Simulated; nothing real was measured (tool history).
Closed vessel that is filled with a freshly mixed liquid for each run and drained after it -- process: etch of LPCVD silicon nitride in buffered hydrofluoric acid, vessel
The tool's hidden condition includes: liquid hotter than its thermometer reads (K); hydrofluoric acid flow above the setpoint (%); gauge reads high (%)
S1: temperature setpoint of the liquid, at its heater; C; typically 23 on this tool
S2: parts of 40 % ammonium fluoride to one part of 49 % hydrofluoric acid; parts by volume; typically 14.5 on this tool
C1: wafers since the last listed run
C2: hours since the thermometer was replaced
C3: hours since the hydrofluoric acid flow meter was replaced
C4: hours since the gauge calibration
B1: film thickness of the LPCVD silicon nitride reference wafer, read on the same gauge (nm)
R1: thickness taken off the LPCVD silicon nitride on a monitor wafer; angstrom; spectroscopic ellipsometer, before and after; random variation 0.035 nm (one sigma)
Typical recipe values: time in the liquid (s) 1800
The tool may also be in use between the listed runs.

Run 1, day 0: usual settings; C1 0; C2 2601.7; C3 2071.7; C4 63.9; B1 70. Result: R1 200.9 angstrom.
Run 2, day 0.317: usual settings; C1 273; C2 2609.3; C3 2079.3; C4 71.5; B1 69.98. Result: R1 201.3 angstrom.
Run 3, day 0.771: usual settings; C1 392; C2 2620.2; C3 2090.2; C4 82.4; B1 69.99. Result: R1 201.1 angstrom.
Run 4, day 1.2: usual settings; C1 371; C2 2630.5; C3 2100.5; C4 92.7; B1 70.01. Result: R1 201.9 angstrom.
Run 5, day 1.879: usual settings but S1 20 C; C1 587; C2 2646.8; C3 2116.8; C4 109; B1 70.01. Result: R1 171.7 angstrom.
Run 6, day 2.275: usual settings but S1 20 C; C1 342; C2 2656.3; C3 2126.3; C4 118.5; B1 70.02. Result: R1 171.9 angstrom.
At day 2.383: hydrofluoric acid flow meter replaced.
Run 7, day 2.788: usual settings but S1 22 C; C1 407; C2 2668.6; C3 9.7; C4 130.8; B1 69.99. Result: R1 191 angstrom.
At day 2.979: thermometer replaced.
Run 8, day 3.054: usual settings but S1 27 C, S2 10 parts by volume, time in the liquid (s) 1265; C1 194; C2 1.8; C3 16.1; C4 137.2; B1 70.04. Result: R1 221.9 angstrom.
Run 9, day 3.604: usual settings; C1 475; C2 15; C3 29.3; C4 150.4; B1 69.99. Result: R1 176.4 angstrom.
Run 10, day 4.179: usual settings but S1 27 C, S2 19 parts by volume; C1 497; C2 28.8; C3 43.1; C4 164.2; B1 70.02. Result: R1 168.4 angstrom.
At day 4.225: gauge calibrated.
Run 11, day 4.562: usual settings but S2 20.5 parts by volume; C1 331; C2 38; C3 52.3; C4 8.1; B1 70.01. Result: R1 126.8 angstrom.
Run 12, day 4.971: usual settings but S2 10 parts by volume, time in the liquid (s) 2165; C1 353; C2 47.8; C3 62.1; C4 17.9; B1 70.02. Result: R1 305.2 angstrom.
Run 13, day 5.242: usual settings but S1 21.5 C, time in the liquid (s) 2490; C1 234; C2 54.3; C3 68.6; C4 24.4; B1 69.97. Result: R1 224.9 angstrom.
Run 14, day 5.879: usual settings; C1 551; C2 69.6; C3 83.9; C4 39.7; B1 70. Result: R1 176.8 angstrom.

Entry by entry between the runs, the difference in hidden state between the last listed run before and the first listed run after:
Between runs 6 and 7: hydrofluoric acid flow meter replaced (day 2.383)
  liquid hotter than its thermometer reads (K): 2.58 -> 2.59
  the result without the hidden state subtracted from the measured one, R1: +23 -> +25.3 angstrom
Between runs 7 and 8: thermometer replaced (day 2.979)
  liquid hotter than its thermometer reads (K): 2.59 -> 0.123
  the result without the hidden state subtracted from the measured one, R1: +25.3 -> +1.4 angstrom
Between runs 10 and 11: gauge calibrated (day 4.225)
  liquid hotter than its thermometer reads (K): 0.148 -> 0.156
  the result without the hidden state subtracted from the measured one, R1: +1.3 -> +1.1 angstrom
